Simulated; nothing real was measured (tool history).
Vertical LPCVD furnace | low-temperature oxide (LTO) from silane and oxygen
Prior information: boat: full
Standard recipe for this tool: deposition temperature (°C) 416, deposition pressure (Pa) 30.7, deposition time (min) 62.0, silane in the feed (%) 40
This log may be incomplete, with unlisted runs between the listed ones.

run	day	deposition temperature (°C)	deposition pressure (Pa)	deposition time (min)	silane in the feed (%)	wafers since the last listed run	hours since the last temperature calibration	hours since the pressure gauge was zeroed	hours since the silane flow controller was replaced	hours since the gauge calibration	read-back reference wafer on the same gauge, thickness	film thickness on the monitor wafer in the middle of the boat (Å)
1	0.000	416	30.7	62.0	40	0	1930.6	1632.1	2295.9	884.9	697.92	6584.6
2	2.808	416	30.7	62.0	40	938	1998.0	1699.5	2363.3	952.3	696.83	6548.5
3	5.467	416	30.7	62.0	40	888	2061.8	1763.3	2427.1	1016.1	696.21	6547.2
4	7.504	416	30.7	62.0	40	681	2110.7	1812.2	2476.0	1065.0	696.99	6620.6
5	9.833	416	30.7	62.0	40	778	2166.6	1868.1	2531.9	1120.9	696.54	6572.2
6	11.242	416	30.7	62.0	40	470	2200.4	1901.9	2565.7	1154.7	697.04	6534.4
# day 12.954: silane flow controller replaced
# day 13.679: thermocouples replaced and temperature profile calibrated
7	13.871	416	30.7	62.0	40	302	4.6	1965.0	22.0	1217.8	696.41	6997.7
8	16.079	416	30.7	62.0	40	738	57.6	2018.0	75.0	1270.8	697.14	6984.8
# day 17.383: gauge calibrated
9	18.438	416	30.7	62.0	40	788	114.2	2074.6	131.6	25.3	696.39	6953.9
10	20.779	416	30.7	62.0	40	782	170.4	2130.8	187.8	81.5	697.38	7055.1
11	22.512	416	30.7	62.0	40	579	212.0	2172.4	229.4	123.1	697.19	6982.8
12	23.617	416	28.0	42.0	40	369	238.5	2198.9	255.9	149.6	696.50	4337.0
13	26.129	416	30.7	62.0	40	840	298.8	2259.2	316.2	209.9	697.99	6985.4
14	29.042	416	30.7	62.0	40	973	368.7	2329.1	386.1	279.8	696.01	6935.0
15	30.333	409	30.7	51.5	40	431	399.7	2360.1	417.1	310.8	697.45	5398.5
# day 31.471: pressure gauge zeroed
16	31.667	416	30.7	62.0	40	111	431.7	4.7	449.1	342.8	697.34	6971.1
17	34.625	409	30.7	62.0	47	989	502.7	75.7	520.1	413.8	697.24	7668.2
18	35.667	424	30.7	50.5	40	348	527.7	100.7	545.1	438.8	697.50	6142.8
19	36.746	416	30.7	43.5	47	360	553.6	126.6	571.0	464.7	696.86	5764.2
20	38.750	425	30.7	70.5	40	670	601.7	174.7	619.1	512.8	697.17	8672.0

Run 21 comes next. What will it give?
21	40.325	422	24.0	71.5	36	526	639.5	212.5	656.9	550.6	?	?

{"run 21": {"read-back reference wafer on the same gauge, thickness": 696.63, "film thickness on the monitor wafer in the middle of the boat (Å)": 5852.5}}
Were there no unlogged condition in the tool, this run, its random variation unchanged, would have produced film thickness on the monitor wafer in the middle of the boat (Å) 5865.5.
